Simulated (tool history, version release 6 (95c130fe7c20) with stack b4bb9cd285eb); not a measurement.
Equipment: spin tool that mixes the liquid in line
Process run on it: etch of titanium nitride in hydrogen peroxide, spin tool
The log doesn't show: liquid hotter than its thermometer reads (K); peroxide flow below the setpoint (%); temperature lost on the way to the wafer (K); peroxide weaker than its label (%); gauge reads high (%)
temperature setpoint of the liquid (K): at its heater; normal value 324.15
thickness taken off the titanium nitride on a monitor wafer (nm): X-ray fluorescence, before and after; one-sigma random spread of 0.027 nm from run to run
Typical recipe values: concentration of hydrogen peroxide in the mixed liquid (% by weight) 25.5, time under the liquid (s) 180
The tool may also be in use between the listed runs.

run   hour  temperature setpoint of the liquid (K)  concentration of hydrogen peroxide in the mixed liquid (% by weight)  time under the liquid (s)  wafers since the last listed run  hours since the thermometer was replaced  hours since the peroxide flow meter was replaced  hours since the heated supply line was repaired  hours since the drum of peroxide was connected  hours since the gauge calibration  read-back film thickness of the titanium nitride reference wafer, read on the same gauge (nm)  thickness taken off the titanium nitride on a monitor wafer (nm)
  1    0.0                                  321.65                                                                  25.5                        150                                 0                                    1646.1                                             541.7                                            536.6                                            93.5                              422.3                                                                                         120.00                                                              5.60
       6.5  -- gauge calibrated
  2   34.3                                  324.15                                                                  25.5                        180                               274                                    1680.4                                             576.0                                            570.9                                           127.8                               27.8                                                                                         120.00                                                              8.03
  3   46.4                                  324.15                                                                  25.5                        180                                96                                    1692.5                                             588.1                                            583.0                                           139.9                               39.9                                                                                         119.99                                                              8.02
  4   60.4                                  324.15                                                                  25.5                        180                               111                                    1706.5                                             602.1                                            597.0                                           153.9                               53.9                                                                                         120.02                                                              7.98
  5   75.1                                  324.15                                                                  25.5                        180                               117                                    1721.2                                             616.8                                            611.7                                           168.6                               68.6                                                                                         119.97                                                              8.03
  6   94.3                                  324.15                                                                  25.5                        180                               153                                    1740.4                                             636.0                                            630.9                                           187.8                               87.8                                                                                         120.02                                                              7.98
  7  110.3                                  324.15                                                                  25.5                        180                               127                                    1756.4                                             652.0                                            646.9                                           203.8                              103.8                                                                                         119.99                                                              7.96
  8  143.4                                  324.15                                                                  25.5                        180                               264                                    1789.5                                             685.1                                            680.0                                           236.9                              136.9                                                                                         120.00                                                              7.95
  9  161.3                                  324.15                                                                  25.5                        180                               143                                    1807.4                                             703.0                                            697.9                                           254.8                              154.8                                                                                         119.97                                                              7.93
 10  193.5                                  324.15                                                                  30.0                        180                               257                                    1839.6                                             735.2                                            730.1                                           287.0                              187.0                                                                                         120.01                                                              8.17
 11  205.8                                  324.15                                                                  30.0                        205                                98                                    1851.9                                             747.5                                            742.4                                           299.3                              199.3                                                                                         120.00                                                              9.30
 12  222.7                                  324.15                                                                  25.5                        180                               135                                    1868.8                                             764.4                                            759.3                                           316.2                              216.2                                                                                         120.01                                                              7.92
     248.1  -- thermometer replaced
 13  252.4                                  324.15                                                                  25.5                        285                               229                                       4.3                                             794.1                                            789.0                                           345.9                              245.9                                                                                         120.01                                                             12.40
 14  268.2                                  318.15                                                                  25.5                        260                               126                                      20.1                                             809.9                                            804.8                                           361.7                              261.7                                                                                         120.01                                                              7.31
 15  289.4                                  333.65                                                                  23.0                        120                               169                                      41.3                                             831.1                                            826.0                                           382.9                              282.9                                                                                         119.99                                                              9.92
     302.7  -- heated supply line repaired
 16  315.8                                  324.15                                                                  28.5                        180                               203                                      67.7                                             857.5                                             13.1                                           409.3                              309.3                                                                                         119.99                                                              8.53
     329.4  -- peroxide flow meter replaced
 17  349.8                                  331.65                                                                  27.5                        265                               263                                     101.7                                              20.4                                             47.1                                           443.3                              343.3                                                                                         120.00                                                             21.43
     362.9  -- new drum of peroxide connected
 18  377.0                                  317.65                                                                  19.5                        240                               209                                     128.9                                              47.6                                             74.3                                            14.1                              370.5                                                                                         119.99                                                              6.59

Estimate the outcome of run 19 from the log above:
     384.2  -- gauge calibrated
 19  409.9                                  318.65                                                                  30.0                        285                               262                                     161.8                                              80.5                                            107.2                                            47.0                               25.7                                                                                              ?                                                                 ?

{"run 19": {"read-back film thickness of the titanium nitride reference wafer, read on the same gauge (nm)": 120.01, "thickness taken off the titanium nitride on a monitor wafer (nm)": 9.19}}
Take away the tool's hidden state, keep the run-to-run variation as it was, and the same run would have given thickness taken off the titanium nitride on a monitor wafer (nm) 9.35.
